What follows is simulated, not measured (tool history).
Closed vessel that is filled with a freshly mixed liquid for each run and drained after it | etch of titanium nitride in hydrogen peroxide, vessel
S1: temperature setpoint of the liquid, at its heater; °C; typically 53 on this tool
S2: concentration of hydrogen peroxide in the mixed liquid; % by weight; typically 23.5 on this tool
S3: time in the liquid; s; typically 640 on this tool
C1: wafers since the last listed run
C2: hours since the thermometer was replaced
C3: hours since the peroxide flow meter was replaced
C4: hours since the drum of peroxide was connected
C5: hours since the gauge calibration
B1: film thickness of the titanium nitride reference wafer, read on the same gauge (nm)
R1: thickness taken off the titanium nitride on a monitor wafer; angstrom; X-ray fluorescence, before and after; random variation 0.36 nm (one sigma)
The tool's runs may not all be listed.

| run | hour | S1 | S2 | S3 | C1 | C2 | C3 | C4 | C5 | B1 | R1 |
|---|---|---|---|---|---|---|---|---|---|---|---|
| 1 | 0 | 53 | 23.5 | 640 | 0 | 669.4 | 450.5 | 424.4 | 1025.9 | 119.99 | 493.1 |
| 2 | 71.6 | 53 | 23.5 | 640 | 5196 | 741 | 522.1 | 496 | 1097.5 | 119.97 | 495.9 |
| 3 | 143.7 | 53 | 23.5 | 640 | 5233 | 813.1 | 594.2 | 568.1 | 1169.6 | 120.02 | 494.7 |
|  | 182.5 | new drum of peroxide connected |
| 4 | 242.2 | 53 | 23.5 | 640 | 7076 | 911.6 | 692.7 | 59.7 | 1268.1 | 120.02 | 489.8 |
|  | 297.7 | peroxide flow meter replaced |
| 5 | 317.6 | 53 | 23.5 | 640 | 5400 | 987 | 19.9 | 135.1 | 1343.5 | 119.98 | 495.9 |
| 6 | 391.8 | 53 | 23.5 | 640 | 5385 | 1061.2 | 94.1 | 209.3 | 1417.7 | 119.99 | 497.4 |
| 7 | 458.7 | 53 | 23.5 | 795 | 4855 | 1128.1 | 161 | 276.2 | 1484.6 | 120 | 613.2 |
| 8 | 564.7 | 53 | 23.5 | 795 | 7693 | 1234.1 | 267 | 382.2 | 1590.6 | 119.99 | 612.3 |
| 9 | 637.1 | 53 | 23.5 | 795 | 5254 | 1306.5 | 339.4 | 454.6 | 1663 | 119.98 | 621.3 |
| 10 | 687.8 | 56 | 23.5 | 290 | 3679 | 1357.2 | 390.1 | 505.3 | 1713.7 | 120.02 | 278.1 |
| 11 | 781.6 | 53 | 23.5 | 795 | 6808 | 1451 | 483.9 | 599.1 | 1807.5 | 120.02 | 612.3 |
| 12 | 874.9 | 53 | 23.5 | 390 | 6771 | 1544.3 | 577.2 | 692.4 | 1900.8 | 119.99 | 303.7 |
|  | 923.7 | new drum of peroxide connected |
| 13 | 929.4 | 53 | 23.5 | 640 | 3883 | 1598.8 | 631.7 | 5.7 | 1955.3 | 120.01 | 498.6 |
|  | 1004.3 | peroxide flow meter replaced |
| 14 | 1065.9 | 46.5 | 20.5 | 490 | 9834 | 1735.3 | 61.6 | 142.2 | 2091.8 | 119.98 | 232.4 |
| 15 | 1114.6 | 50.5 | 30 | 310 | 3534 | 1784 | 110.3 | 190.9 | 2140.5 | 120 | 213.7 |
| 16 | 1172.8 | 47.5 | 19.5 | 920 | 4224 | 1842.2 | 168.5 | 249.1 | 2198.7 | 120.03 | 467.3 |
| 17 | 1260.6 | 53 | 23.5 | 640 | 6372 | 1930 | 256.3 | 336.9 | 2286.5 | 120 | 501.3 |
| 18 | 1348.8 | 63 | 27 | 265 | 6401 | 2018.2 | 344.5 | 425.1 | 2374.7 | 120.03 | 420.9 |
| 19 | 1423.4 | 47 | 29 | 640 | 5414 | 2092.8 | 419.1 | 499.7 | 2449.3 | 120 | 341.2 |
|  | 1499.7 | new drum of peroxide connected |
| 20 | 1514.9 | 47.5 | 28.5 | 640 | 6568 | 2184.3 | 510.6 | 15.2 | 2540.8 | 119.98 | 353 |
|  | 1534.8 | gauge calibrated |
|  | 1592.2 | peroxide flow meter replaced |
| 21 | 1622.7 | 50.5 | 30 | 310 | 7751 | 2292.1 | 30.5 | 123 | 87.9 | 119.96 | 214.4 |
|  | 1658.3 | thermometer replaced |
| 22 | 1721.6 | 48 | 19.5 | 475 | 7105 | 63.3 | 129.4 | 221.9 | 186.8 | 120 | 240.3 |
| 23 | 1860.1 | 53 | 23.5 | 640 | 10052 | 201.8 | 267.9 | 360.4 | 325.3 | 119.98 | 489.4 |
| 24 | 1902.5 | 53 | 23.5 | 640 | 3077 | 244.2 | 310.3 | 402.8 | 367.7 | 120 | 486.3 |
| 25 | 2157.8 | 53 | 23.5 | 640 | 18530 | 499.5 | 565.6 | 658.1 | 623 | 120.04 | 493.9 |
|  | 2191.8 | new drum of peroxide connected |
| 26 | 2197.7 | 53 | 18 | 275 | 2823 | 539.4 | 605.5 | 5.9 | 662.9 | 120 | 198.7 |
| 27 | 2236.4 | 57.5 | 23.5 | 915 | 2808 | 578.1 | 644.2 | 44.6 | 701.6 | 120.02 | 958.7 |
| 28 | 2328 | 45 | 26.5 | 425 | 6648 | 669.7 | 735.8 | 136.2 | 793.2 | 120 | 187.4 |
|  | 2335.7 | peroxide flow meter replaced |
| 29 | 2378.9 | 53 | 17 | 485 | 3621 | 720.6 | 43.2 | 187.1 | 844.1 | 119.99 | 350.1 |
| 30 | 2468.5 | 53 | 27 | 880 | 6503 | 810.2 | 132.8 | 276.7 | 933.7 | 120 | 697.9 |

The same runs without the tool's hidden state, with the same run-to-run variation:
Hidden state present: liquid hotter than its thermometer reads (K); peroxide flow below the setpoint (%); peroxide weaker than its label (%); gauge reads high (%).
| run | R1 |
|---|---|
| 1 | 488.3 |
| 2 | 490.6 |
| 3 | 489.1 |
| 4 | 483.6 |
| 5 | 489.3 |
| 6 | 490.1 |
| 7 | 603.7 |
| 8 | 602 |
| 9 | 610.4 |
| 10 | 273.1 |
| 11 | 600.7 |
| 12 | 297.5 |
| 13 | 488.1 |
| 14 | 226.9 |
| 15 | 208.7 |
| 16 | 455.8 |
| 17 | 488.7 |
| 18 | 410.6 |
| 19 | 331.5 |
| 20 | 342.8 |
| 21 | 208 |
| 22 | 239.8 |
| 23 | 487.7 |
| 24 | 484.2 |
| 25 | 490.4 |
| 26 | 197.1 |
| 27 | 950.8 |
| 28 | 185.6 |
| 29 | 346.6 |
| 30 | 690.1 |
